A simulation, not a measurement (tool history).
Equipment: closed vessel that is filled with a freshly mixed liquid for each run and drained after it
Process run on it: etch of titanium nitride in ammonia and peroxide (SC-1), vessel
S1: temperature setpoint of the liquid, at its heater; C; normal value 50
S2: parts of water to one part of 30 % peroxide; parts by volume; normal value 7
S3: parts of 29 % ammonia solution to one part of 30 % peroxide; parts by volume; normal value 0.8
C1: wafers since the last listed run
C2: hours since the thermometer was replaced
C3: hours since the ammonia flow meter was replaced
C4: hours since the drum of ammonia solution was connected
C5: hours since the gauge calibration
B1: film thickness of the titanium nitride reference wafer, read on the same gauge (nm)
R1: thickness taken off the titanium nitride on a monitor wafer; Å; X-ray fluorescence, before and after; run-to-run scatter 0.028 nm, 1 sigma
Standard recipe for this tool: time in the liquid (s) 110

run 1 day=0 | S1=50 S2=7 S3=0.8 time_in_the_liquid_(s)=110 | C1=0 C2=2561.4 C3=476.6 C4=854.6 C5=211.5 | B1=130 | R1=92.6
run 2 day=1.162 | S1=50 S2=7 S3=0.8 time_in_the_liquid_(s)=110 | C1=3951 C2=2589.3 C3=504.5 C4=882.5 C5=239.4 | B1=130 | R1=93.3
run 3 day=1.975 | S1=50 S2=9.5 S3=0.8 time_in_the_liquid_(s)=110 | C1=2761 C2=2608.8 C3=524 C4=902 C5=258.9 | B1=130.01 | R1=79.9
run 4 day=4.967 | S1=50 S2=7 S3=0.8 time_in_the_liquid_(s)=110 | C1=10169 C2=2680.6 C3=595.8 C4=973.8 C5=330.7 | B1=130.03 | R1=92.9
run 5 day=6.083 | S1=50 S2=7 S3=0.8 time_in_the_liquid_(s)=110 | C1=3795 C2=2707.4 C3=622.6 C4=1000.6 C5=357.5 | B1=130.01 | R1=92.6
run 6 day=6.867 | S1=50 S2=7 S3=0.8 time_in_the_liquid_(s)=110 | C1=2662 C2=2726.2 C3=641.4 C4=1019.4 C5=376.3 | B1=129.96 | R1=92.8
run 7 day=7.988 | S1=50 S2=7 S3=0.8 time_in_the_liquid_(s)=110 | C1=3810 C2=2753.1 C3=668.3 C4=1046.3 C5=403.2 | B1=130.02 | R1=92.9
run 8 day=8.596 | S1=50 S2=7 S3=0.8 time_in_the_liquid_(s)=110 | C1=2067 C2=2767.7 C3=682.9 C4=1060.9 C5=417.8 | B1=130.04 | R1=92.4
run 9 day=9.467 | S1=50 S2=7 S3=0.8 time_in_the_liquid_(s)=110 | C1=2960 C2=2788.6 C3=703.8 C4=1081.8 C5=438.7 | B1=130.01 | R1=92.6
run 10 day=10.942 | S1=50 S2=7 S3=0.8 time_in_the_liquid_(s)=110 | C1=5014 C2=2824 C3=739.2 C4=1117.2 C5=474.1 | B1=129.99 | R1=92.6
-- day=11.992 gauge calibrated
run 11 day=12.021 | S1=50 S2=7 S3=0.8 time_in_the_liquid_(s)=110 | C1=3668 C2=2849.9 C3=765.1 C4=1143.1 C5=0.7 | B1=130 | R1=92.7
run 12 day=13.154 | S1=50 S2=7 S3=1.05 time_in_the_liquid_(s)=75 | C1=3852 C2=2877.1 C3=792.3 C4=1170.3 C5=27.9 | B1=129.94 | R1=65.4
-- day=14.442 new drum of ammonia solution connected
run 13 day=14.654 | S1=50 S2=7 S3=0.8 time_in_the_liquid_(s)=110 | C1=4957 C2=2913.1 C3=828.3 C4=5.1 C5=63.9 | B1=130.03 | R1=91.7
run 14 day=16.067 | S1=50 S2=9 S3=0.95 time_in_the_liquid_(s)=110 | C1=4801 C2=2947 C3=862.2 C4=39 C5=97.8 | B1=129.98 | R1=83
run 15 day=16.958 | S1=53.5 S2=7 S3=0.7 time_in_the_liquid_(s)=110 | C1=3031 C2=2968.4 C3=883.6 C4=60.4 C5=119.2 | B1=130.01 | R1=113.6
run 16 day=17.958 | S1=46.5 S2=7 S3=0.45 time_in_the_liquid_(s)=110 | C1=3399 C2=2992.4 C3=907.6 C4=84.4 C5=143.2 | B1=129.97 | R1=64.8
-- day=19.179 ammonia flow meter replaced
run 17 day=19.2 | S1=56.5 S2=7 S3=0.45 time_in_the_liquid_(s)=110 | C1=4079 C2=3022.2 C3=0.5 C4=114.2 C5=173 | B1=129.95 | R1=129.6
-- day=19.512 thermometer replaced
-- day=19.562 new drum of ammonia solution connected, repeated, since the last time left the tool worse
run 18 day=20.279 | S1=58 S2=5 S3=0.55 time_in_the_liquid_(s)=110 | C1=3385 C2=18.4 C3=26.4 C4=17.2 C5=198.9 | B1=129.99 | R1=178.7
run 19 day=21.288 | S1=50 S2=8 S3=0.8 time_in_the_liquid_(s)=110 | C1=3427 C2=42.6 C3=50.6 C4=41.4 C5=223.1 | B1=129.98 | R1=87.8
run 20 day=24.017 | S1=50 S2=7 S3=0.8 time_in_the_liquid_(s)=110 | C1=9277 C2=108.1 C3=116.1 C4=106.9 C5=288.6 | B1=129.98 | R1=94
run 21 day=25.379 | S1=54 S2=10 S3=0.5 time_in_the_liquid_(s)=110 | C1=4631 C2=140.8 C3=148.8 C4=139.6 C5=321.3 | B1=129.98 | R1=95.7
run 22 day=26.146 | S1=50 S2=7 S3=1.1 time_in_the_liquid_(s)=110 | C1=2606 C2=159.2 C3=167.2 C4=158 C5=339.7 | B1=129.94 | R1=97.2
run 23 day=29.15 | S1=50 S2=7 S3=0.8 time_in_the_liquid_(s)=50 | C1=10212 C2=231.3 C3=239.3 C4=230.1 C5=411.8 | B1=130.02 | R1=42.7
run 24 day=30.325 | S1=50 S2=7 S3=0.8 time_in_the_liquid_(s)=110 | C1=3994 C2=259.5 C3=267.5 C4=258.3 C5=440 | B1=129.97 | R1=93.4
run 25 day=31.75 | S1=57 S2=5 S3=0.5 time_in_the_liquid_(s)=170 | C1=4844 C2=293.7 C3=301.7 C4=292.5 C5=474.2 | B1=129.97 | R1=254.5
-- day=32.025 gauge calibrated
run 26 day=33.183 | S1=50 S2=5 S3=0.8 time_in_the_liquid_(s)=110 | C1=4872 C2=328.1 C3=336.1 C4=326.9 C5=27.8 | B1=129.96 | R1=108.8
run 27 day=34.196 | S1=50 S2=7 S3=0.8 time_in_the_liquid_(s)=110 | C1=3441 C2=352.4 C3=360.4 C4=351.2 C5=52.1 | B1=130.04 | R1=93.2
run 28 day=34.738 | S1=50 S2=7 S3=0.8 time_in_the_liquid_(s)=110 | C1=1841 C2=365.4 C3=373.4 C4=364.2 C5=65.1 | B1=129.99 | R1=93

Forecast each of these 3 alternatives for the next run:
run A day=34.767 | S1=50 S2=7 S3=0.8 time_in_the_liquid_(s)=110 | C1=99 C2=366.1 C3=374.1 C4=364.9 C5=65.8 | B1=? | R1=?
run B day=34.767 | S1=42 S2=10 S3=0.8 time_in_the_liquid_(s)=170 | C1=99 C2=366.1 C3=374.1 C4=364.9 C5=65.8 | B1=? | R1=?
run C day=34.767 | S1=44 S2=8.5 S3=1.2 time_in_the_liquid_(s)=110 | C1=99 C2=366.1 C3=374.1 C4=364.9 C5=65.8 | B1=? | R1=?

run=A B1=130 R1=93.1
run=B B1=130 R1=68.1
run=C B1=130 R1=58.7
Take away the tool's hidden state, keep each run's random variation, and the runs would have read:
run=A R1=93.5
run=B R1=68.5
run=C R1=58.9

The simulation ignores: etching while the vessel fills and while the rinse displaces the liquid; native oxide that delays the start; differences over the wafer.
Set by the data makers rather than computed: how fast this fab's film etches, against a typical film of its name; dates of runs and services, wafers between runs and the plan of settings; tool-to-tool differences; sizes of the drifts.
